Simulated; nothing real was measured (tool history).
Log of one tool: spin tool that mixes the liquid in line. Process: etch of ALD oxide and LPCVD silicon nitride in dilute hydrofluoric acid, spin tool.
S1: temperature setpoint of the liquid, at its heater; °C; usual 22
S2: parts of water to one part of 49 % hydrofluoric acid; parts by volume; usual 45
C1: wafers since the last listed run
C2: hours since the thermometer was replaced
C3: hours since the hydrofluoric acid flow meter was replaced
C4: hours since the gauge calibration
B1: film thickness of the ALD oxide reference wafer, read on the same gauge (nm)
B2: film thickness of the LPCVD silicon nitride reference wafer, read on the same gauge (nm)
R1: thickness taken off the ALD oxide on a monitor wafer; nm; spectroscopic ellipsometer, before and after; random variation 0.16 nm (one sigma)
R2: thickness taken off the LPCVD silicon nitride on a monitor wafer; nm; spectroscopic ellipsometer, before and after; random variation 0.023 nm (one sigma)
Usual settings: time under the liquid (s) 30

run 1 hour=0 | S1=22 S2=45 time_under_the_liquid_(s)=30 | C1=0 C2=1290.3 C3=1145.6 C4=21.1 | B1=150 B2=79.998 | R1=21.43 R2=0.254
run 2 hour=22.4 | S1=22 S2=45 time_under_the_liquid_(s)=30 | C1=274 C2=1312.7 C3=1168 C4=43.5 | B1=150.01 B2=79.96 | R1=21.38 R2=0.279
run 3 hour=47.6 | S1=22 S2=45 time_under_the_liquid_(s)=30 | C1=308 C2=1337.9 C3=1193.2 C4=68.7 | B1=150.01 B2=80.017 | R1=21.4 R2=0.278
run 4 hour=62.7 | S1=19.5 S2=45 time_under_the_liquid_(s)=30 | C1=184 C2=1353 C3=1208.3 C4=83.8 | B1=150.01 B2=79.999 | R1=19.19 R2=0.218
run 5 hour=96.5 | S1=19.5 S2=45 time_under_the_liquid_(s)=30 | C1=413 C2=1386.8 C3=1242.1 C4=117.6 | B1=149.99 B2=80.013 | R1=19.2 R2=0.218
run 6 hour=124.6 | S1=19.5 S2=45 time_under_the_liquid_(s)=30 | C1=343 C2=1414.9 C3=1270.2 C4=145.7 | B1=150.01 B2=79.985 | R1=19.23 R2=0.211
run 7 hour=156.7 | S1=22 S2=30 time_under_the_liquid_(s)=35 | C1=392 C2=1447 C3=1302.3 C4=177.8 | B1=149.98 B2=80.02 | R1=37.34 R2=0.445
run 8 hour=177.8 | S1=22 S2=30 time_under_the_liquid_(s)=35 | C1=258 C2=1468.1 C3=1323.4 C4=198.9 | B1=150.04 B2=79.963 | R1=38.16 R2=0.506
-- hour=181.2 gauge calibrated
run 9 hour=205 | S1=22 S2=30 time_under_the_liquid_(s)=35 | C1=332 C2=1495.3 C3=1350.6 C4=23.8 | B1=149.99 B2=80.011 | R1=37.42 R2=0.433
run 10 hour=238.8 | S1=20.5 S2=30 time_under_the_liquid_(s)=15 | C1=413 C2=1529.1 C3=1384.4 C4=57.6 | B1=150 B2=80.017 | R1=15.02 R2=0.174
run 11 hour=265.3 | S1=18 S2=60 time_under_the_liquid_(s)=20 | C1=324 C2=1555.6 C3=1410.9 C4=84.1 | B1=150.01 B2=80.006 | R1=8.65 R2=0.092
-- hour=278.6 hydrofluoric acid flow meter replaced
-- hour=292 thermometer replaced
run 12 hour=299.8 | S1=24 S2=55 time_under_the_liquid_(s)=35 | C1=397 C2=7.8 C3=21.2 C4=118.6 | B1=149.98 B2=80.024 | R1=24.1 R2=0.318
run 13 hour=324.6 | S1=20 S2=25 time_under_the_liquid_(s)=30 | C1=303 C2=32.6 C3=46 C4=143.4 | B1=150 B2=80.015 | R1=40.12 R2=0.506
run 14 hour=338.1 | S1=25.5 S2=35 time_under_the_liquid_(s)=30 | C1=165 C2=46.1 C3=59.5 C4=156.9 | B1=150 B2=79.961 | R1=36.12 R2=0.511
run 15 hour=355.9 | S1=22 S2=45 time_under_the_liquid_(s)=30 | C1=217 C2=63.9 C3=77.3 C4=174.7 | B1=149.97 B2=80.023 | R1=23.46 R2=0.322
run 16 hour=382.4 | S1=22 S2=45 time_under_the_liquid_(s)=30 | C1=324 C2=90.4 C3=103.8 C4=201.2 | B1=150 B2=79.991 | R1=23.36 R2=0.276

Hidden state at the last listed run before each entry between runs and at the first one after, where it differs:
Between runs 8 and 9: gauge calibrated (hour 181.2)
  hydrofluoric acid flow below the setpoint (%): 10.5 -> 10.7
  measured less the result without the state, R1: -4.68 -> -4.69 nm; R2: -0.057 -> -0.051 nm
Between runs 11 and 12: hydrofluoric acid flow meter replaced (hour 278.6); thermometer replaced (hour 292)
  hydrofluoric acid flow below the setpoint (%): 11.2 -> 0.519
  measured less the result without the state, R1: -1.17 -> -0.13 nm; R2: -0.011 -> -0.002 nm
